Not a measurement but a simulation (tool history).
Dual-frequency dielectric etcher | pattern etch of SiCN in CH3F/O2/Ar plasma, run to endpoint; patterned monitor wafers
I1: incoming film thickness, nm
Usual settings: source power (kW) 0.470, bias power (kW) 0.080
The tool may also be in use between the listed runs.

Run 1, day 0.000: usual settings but bias power (kW) 0.065; I1 11.80. Result: endpoint time (s) 33.9.
Run 2, day 0.292: usual settings but bias power (kW) 0.065; I1 11.57. Result: endpoint time (s) 33.1.
Run 3, day 0.996: usual settings; I1 11.72. Result: endpoint time (s) 30.8.
Run 4, day 1.662: usual settings but source power (kW) 0.510, bias power (kW) 0.091; I1 11.89. Result: endpoint time (s) 28.2.
Run 5, day 2.396: usual settings but source power (kW) 0.510, bias power (kW) 0.091; I1 11.63. Result: endpoint time (s) 27.6.
Run 6, day 3.050: usual settings but source power (kW) 0.510, bias power (kW) 0.090; I1 11.62. Result: endpoint time (s) 27.9.
Run 7, day 3.446: usual settings but source power (kW) 0.510, bias power (kW) 0.090; I1 11.74. Result: endpoint time (s) 28.2.
Run 8, day 4.117: usual settings but source power (kW) 0.510, bias power (kW) 0.090; I1 11.71. Result: endpoint time (s) 28.3.
At day 5.229: source power generator calibrated.
At day 5.383: bias power generator calibrated.
At day 5.675: wet clean of the chamber.
Run 9, day 6.200: usual settings but bias power (kW) 0.071; I1 11.58. Result: endpoint time (s) 31.4.
Run 10, day 6.496: usual settings; I1 11.61. Result: endpoint time (s) 30.0.
Run 11, day 7.125: usual settings but source power (kW) 0.530, bias power (kW) 0.094; I1 11.62. Result: endpoint time (s) 26.2.
At day 8.312: upper electrode replaced.
Run 12, day 8.333: usual settings but source power (kW) 0.530, bias power (kW) 0.094; I1 11.49. Result: endpoint time (s) 25.9.
Run 13, day 8.346: usual settings; I1 11.71. Result: endpoint time (s) 30.3.
Run 14, day 8.521: usual settings but bias power (kW) 0.073; I1 11.77. Result: endpoint time (s) 31.5.
Run 15, day 9.012: usual settings but source power (kW) 0.590, bias power (kW) 0.073; I1 11.64. Result: endpoint time (s) 27.6.
Run 16, day 9.462: usual settings; I1 11.71. Result: endpoint time (s) 30.3.
Run 17, day 9.946: usual settings but bias power (kW) 0.071; I1 11.74. Result: endpoint time (s) 32.0.
Run 18, day 10.450: usual settings but source power (kW) 0.550, bias power (kW) 0.090; I1 11.63. Result: endpoint time (s) 26.4.
Run 19, day 10.754: usual settings but source power (kW) 0.530, bias power (kW) 0.099; I1 11.71. Result: endpoint time (s) 26.0.
Run 20, day 11.446: usual settings but source power (kW) 0.500, bias power (kW) 0.067; I1 11.65. Result: endpoint time (s) 31.6.
Run 21, day 12.183: usual settings but source power (kW) 0.570, bias power (kW) 0.065; I1 11.78. Result: endpoint time (s) 30.0.
Run 22, day 12.450: usual settings but source power (kW) 0.570, bias power (kW) 0.095; I1 11.70. Result: endpoint time (s) 25.5.
Run 23, day 13.071: usual settings; I1 11.70. Result: endpoint time (s) 30.6.
Run 24, day 13.942: usual settings but source power (kW) 0.560, bias power (kW) 0.064; I1 11.71. Result: endpoint time (s) 30.6.
Run 25, day 14.629: usual settings; I1 11.79. Result: endpoint time (s) 30.8.
Run 26, day 14.942: usual settings but source power (kW) 0.570, bias power (kW) 0.093; I1 11.64. Result: endpoint time (s) 25.8.

Run 27 is up next; what results do you expect?
Run 27, day 15.504: usual settings but source power (kW) 0.350, bias power (kW) 0.069; I1 11.80. Result: endpoint time (s) ?.

Run 27 came out at endpoint time (s) 39.6.
With no hidden state in the tool, this same run would have given endpoint time (s) 39.0.
